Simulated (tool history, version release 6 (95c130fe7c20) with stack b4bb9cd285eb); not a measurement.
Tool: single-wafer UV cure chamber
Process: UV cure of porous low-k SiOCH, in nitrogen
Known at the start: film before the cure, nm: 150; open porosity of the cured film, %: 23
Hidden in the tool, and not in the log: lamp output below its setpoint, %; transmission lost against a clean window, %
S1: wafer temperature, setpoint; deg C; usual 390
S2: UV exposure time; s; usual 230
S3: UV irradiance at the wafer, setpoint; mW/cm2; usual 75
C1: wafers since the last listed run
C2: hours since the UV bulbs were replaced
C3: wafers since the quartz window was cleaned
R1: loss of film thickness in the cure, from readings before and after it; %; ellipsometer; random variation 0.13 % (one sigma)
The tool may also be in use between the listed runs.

run,hour,S1,S2,S3,C1,C2,C3,R1
1,0,390,230,75,0,1390.2,762,10.801
2,89.3,390,230,75,275,1479.5,1037,10.764
3,188.5,390,230,75,305,1578.7,1342,10.671
4,385.1,390,230,62,605,1775.3,1948,9.384
5,480.7,390,230,62,294,1870.9,2242,9.133
6,520.2,390,230,75,121,1910.4,2364,10.015
7,564.9,390,230,75,137,1955.1,2502,9.78
8,605.3,404,230,75,124,1995.5,2626,10.102
# hour 646.6: quartz window cleaned
9,672.4,404,230,75,182,2062.6,79,10.698
10,765,390,265,75,285,2155.2,364,10.969
11,838.3,390,230,75,225,2228.5,590,9.987
12,888.9,390,230,75,155,2279.1,746,10.103
13,988.3,390,230,75,306,2378.5,1052,9.819
14,1071.5,390,230,75,256,2461.7,1308,9.443
15,1169,375,175,75,300,2559.2,1609,7.772
16,1220.1,397,145,75,157,2610.3,1766,7.054
# hour 1229.3: UV bulbs replaced
17,1306.8,381,130,75,242,77.5,2008,8.428
18,1355.4,390,230,75,149,126.1,2158,11.366
19,1449.4,373,230,65,289,220.1,2448,10.235
20,1511.7,390,230,75,191,282.4,2640,10.838
21,1558.4,373,160,40,143,329.1,2783,6.317
# hour 1597.8: quartz window cleaned
22,1598.3,372,355,109,98,369,1,15.672
23,1669.6,390,230,75,219,440.3,221,11.805
24,1746.5,378,230,48,236,517.2,458,9.61
25,1812,390,230,75,201,582.7,659,11.857
26,1860.2,397,340,91,148,630.9,808,14.609

Measured less the same run without the tool's hidden state. The same run-to-run variation is in both; the gauge's scatter may not be:
run,R1
1,-1.062
2,-1.24
3,-1.445
4,-1.82
5,-2.021
6,-2.175
7,-2.251
8,-2.402
9,-1.534
10,-1.785
11,-1.912
12,-2.089
13,-2.353
14,-2.548
15,-2.771
16,-2.833
17,-0.706
18,-0.824
19,-0.918
20,-0.992
21,-0.945
22,-0.098
23,-0.175
24,-0.262
25,-0.361
26,-0.445
